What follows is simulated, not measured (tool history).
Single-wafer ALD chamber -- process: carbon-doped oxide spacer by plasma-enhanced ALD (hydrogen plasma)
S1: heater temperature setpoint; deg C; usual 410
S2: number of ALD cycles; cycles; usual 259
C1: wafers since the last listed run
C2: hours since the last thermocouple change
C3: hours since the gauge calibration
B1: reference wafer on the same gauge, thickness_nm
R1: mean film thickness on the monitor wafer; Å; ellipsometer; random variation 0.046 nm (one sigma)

Run 1, hour 0: usual settings; C1 0; C2 1471.1; C3 987.3; B1 14.7. Result: R1 122.65 Å.
Run 2, hour 50: usual settings; C1 97; C2 1521.1; C3 1037.3; B1 14.704. Result: R1 123.04 Å.
Run 3, hour 81.9: usual settings; C1 62; C2 1553; C3 1069.2; B1 14.711. Result: R1 122.09 Å.
Run 4, hour 149.3: usual settings; C1 131; C2 1620.4; C3 1136.6; B1 14.697. Result: R1 122.14 Å.
Run 5, hour 220: usual settings; C1 138; C2 1691.1; C3 1207.3; B1 14.691. Result: R1 123.75 Å.
Run 6, hour 289.5: usual settings; C1 135; C2 1760.6; C3 1276.8; B1 14.708. Result: R1 122.68 Å.
Run 7, hour 359.3: usual settings; C1 136; C2 1830.4; C3 1346.6; B1 14.689. Result: R1 123.07 Å.
Run 8, hour 407.7: usual settings but S1 402 deg C, S2 239 cycles; C1 94; C2 1878.8; C3 1395; B1 14.706. Result: R1 116.65 Å.
Run 9, hour 479.5: usual settings but S1 402 deg C, S2 239 cycles; C1 140; C2 1950.6; C3 1466.8; B1 14.717. Result: R1 116.37 Å.
Run 10, hour 538.2: usual settings but S1 402 deg C, S2 239 cycles; C1 114; C2 2009.3; C3 1525.5; B1 14.694. Result: R1 116.62 Å.
Run 11, hour 581.7: usual settings but S1 407 deg C; C1 84; C2 2052.8; C3 1569; B1 14.687. Result: R1 123.76 Å.
Run 12, hour 629.3: usual settings; C1 92; C2 2100.4; C3 1616.6; B1 14.687. Result: R1 123.1 Å.
Run 13, hour 687.7: usual settings; C1 114; C2 2158.8; C3 1675; B1 14.711. Result: R1 123 Å.
At hour 709.1: thermocouple changed; heater temperature recalibrated.
Run 14, hour 712.4: usual settings; C1 32; C2 3.3; C3 1699.7; B1 14.71. Result: R1 124 Å.
Run 15, hour 755.2: usual settings; C1 83; C2 46.1; C3 1742.5; B1 14.689. Result: R1 124.09 Å.
Run 16, hour 801.9: usual settings but S1 417 deg C, S2 293 cycles; C1 91; C2 92.8; C3 1789.2; B1 14.705. Result: R1 137.1 Å.
Run 17, hour 857.8: usual settings; C1 109; C2 148.7; C3 1845.1; B1 14.699. Result: R1 124.53 Å.
Run 18, hour 924.3: usual settings; C1 129; C2 215.2; C3 1911.6; B1 14.693. Result: R1 124.38 Å.
Run 19, hour 996: usual settings; C1 139; C2 286.9; C3 1983.3; B1 14.698. Result: R1 124.15 Å.
Run 20, hour 1042.9: usual settings but S1 420 deg C, S2 218 cycles; C1 91; C2 333.8; C3 2030.2; B1 14.705. Result: R1 101.09 Å.
Run 21, hour 1109.1: usual settings but S1 420 deg C, S2 218 cycles; C1 129; C2 400; C3 2096.4; B1 14.694. Result: R1 101.17 Å.
Run 22, hour 1164.8: usual settings; C1 108; C2 455.7; C3 2152.1; B1 14.694. Result: R1 124.03 Å.
Run 23, hour 1230.8: usual settings but S1 423 deg C, S2 244 cycles; C1 128; C2 521.7; C3 2218.1; B1 14.694. Result: R1 111.59 Å.
Run 24, hour 1272.8: usual settings; C1 81; C2 563.7; C3 2260.1; B1 14.687. Result: R1 122.91 Å.
Run 25, hour 1298.7: usual settings; C1 50; C2 589.6; C3 2286; B1 14.722. Result: R1 122.68 Å.
Run 26, hour 1351.7: usual settings but S1 417 deg C, S2 293 cycles; C1 103; C2 642.6; C3 2339; B1 14.7. Result: R1 135.8 Å.
Run 27, hour 1392.7: usual settings but S1 417 deg C, S2 237 cycles; C1 80; C2 683.6; C3 2380; B1 14.691. Result: R1 110.28 Å.
Run 28, hour 1417.3: usual settings but S1 401 deg C, S2 293 cycles; C1 48; C2 708.2; C3 2404.6; B1 14.721. Result: R1 143.34 Å.
Run 29, hour 1461.8: usual settings but S1 399 deg C, S2 224 cycles; C1 86; C2 752.7; C3 2449.1; B1 14.698. Result: R1 110.34 Å.
Run 30, hour 1524.3: usual settings but S1 403 deg C, S2 273 cycles; C1 122; C2 815.2; C3 2511.6; B1 14.723. Result: R1 132.69 Å.
Run 31, hour 1556.3: usual settings but S2 224 cycles; C1 62; C2 847.2; C3 2543.6; B1 14.699. Result: R1 106.06 Å.
Run 32, hour 1618.2: usual settings but S1 418 deg C, S2 213 cycles; C1 120; C2 909.1; C3 2605.5; B1 14.706. Result: R1 99.16 Å.
Run 33, hour 1683.2: usual settings but S2 242 cycles; C1 126; C2 974.1; C3 2670.5; B1 14.696. Result: R1 115.21 Å.
Run 34, hour 1733.3: usual settings but S2 224 cycles; C1 97; C2 1024.2; C3 2720.6; B1 14.69. Result: R1 106.18 Å.
Run 35, hour 1780.3: usual settings but S1 401 deg C; C1 91; C2 1071.2; C3 2767.6; B1 14.698. Result: R1 126.21 Å.
Run 36, hour 1832.1: usual settings but S1 416 deg C, S2 215 cycles; C1 101; C2 1123; C3 2819.4; B1 14.701. Result: R1 100.57 Å.
At hour 1843: gauge calibrated.
Run 37, hour 2015.9: usual settings but S1 420 deg C; C1 358; C2 1306.8; C3 172.9; B1 14.701. Result: R1 118.94 Å.
Run 38, hour 2076.7: usual settings but S1 399 deg C; C1 118; C2 1367.6; C3 233.7; B1 14.694. Result: R1 127.08 Å.
Run 39, hour 2141.9: usual settings but S1 415 deg C; C1 127; C2 1432.8; C3 298.9; B1 14.683. Result: R1 121.69 Å.
Run 40, hour 2207.9: usual settings but S1 417 deg C, S2 224 cycles; C1 128; C2 1498.8; C3 364.9; B1 14.692. Result: R1 102.85 Å.
Run 41, hour 2262: usual settings but S1 403 deg C, S2 285 cycles; C1 105; C2 1552.9; C3 419; B1 14.696. Result: R1 138.6 Å.
Run 42, hour 2328.2: usual settings but S1 403 deg C, S2 283 cycles; C1 129; C2 1619.1; C3 485.2; B1 14.703. Result: R1 136.81 Å.
Run 43, hour 2372.9: usual settings but S1 424 deg C, S2 216 cycles; C1 87; C2 1663.8; C3 529.9; B1 14.695. Result: R1 97.46 Å.
Run 44, hour 2405.3: usual settings but S1 420 deg C, S2 221 cycles; C1 63; C2 1696.2; C3 562.3; B1 14.7. Result: R1 101.36 Å.
Run 45, hour 2466.4: usual settings but S1 423 deg C, S2 208 cycles; C1 119; C2 1757.3; C3 623.4; B1 14.718. Result: R1 94.37 Å.
Run 46, hour 2517.9: usual settings but S2 222 cycles; C1 100; C2 1808.8; C3 674.9; B1 14.711. Result: R1 104.31 Å.

Alternative continuations, all from the tool just after run 46; predict every row:
Run A, hour 2518.7: usual settings; C1 1; C2 1809.6; C3 675.7; B1 ?. Result: R1 ?.
Run B, hour 2518.7: usual settings but S1 404 deg C; C1 1; C2 1809.6; C3 675.7; B1 ?. Result: R1 ?.
Run C, hour 2518.7: usual settings but S1 404 deg C, S2 243 cycles; C1 1; C2 1809.6; C3 675.7; B1 ?. Result: R1 ?.
Run D, hour 2518.7: usual settings but S1 406 deg C, S2 308 cycles; C1 1; C2 1809.6; C3 675.7; B1 ?. Result: R1 ?.

run      B1      R1
  A  14.706  122.51
  B  14.706  124.93
  C  14.706  117.21
  D  14.706  147.61
What these runs would have given with no unlogged condition in the tool:
run      R1
  A  124.43
  B  126.85
  C  119.02
  D  149.89

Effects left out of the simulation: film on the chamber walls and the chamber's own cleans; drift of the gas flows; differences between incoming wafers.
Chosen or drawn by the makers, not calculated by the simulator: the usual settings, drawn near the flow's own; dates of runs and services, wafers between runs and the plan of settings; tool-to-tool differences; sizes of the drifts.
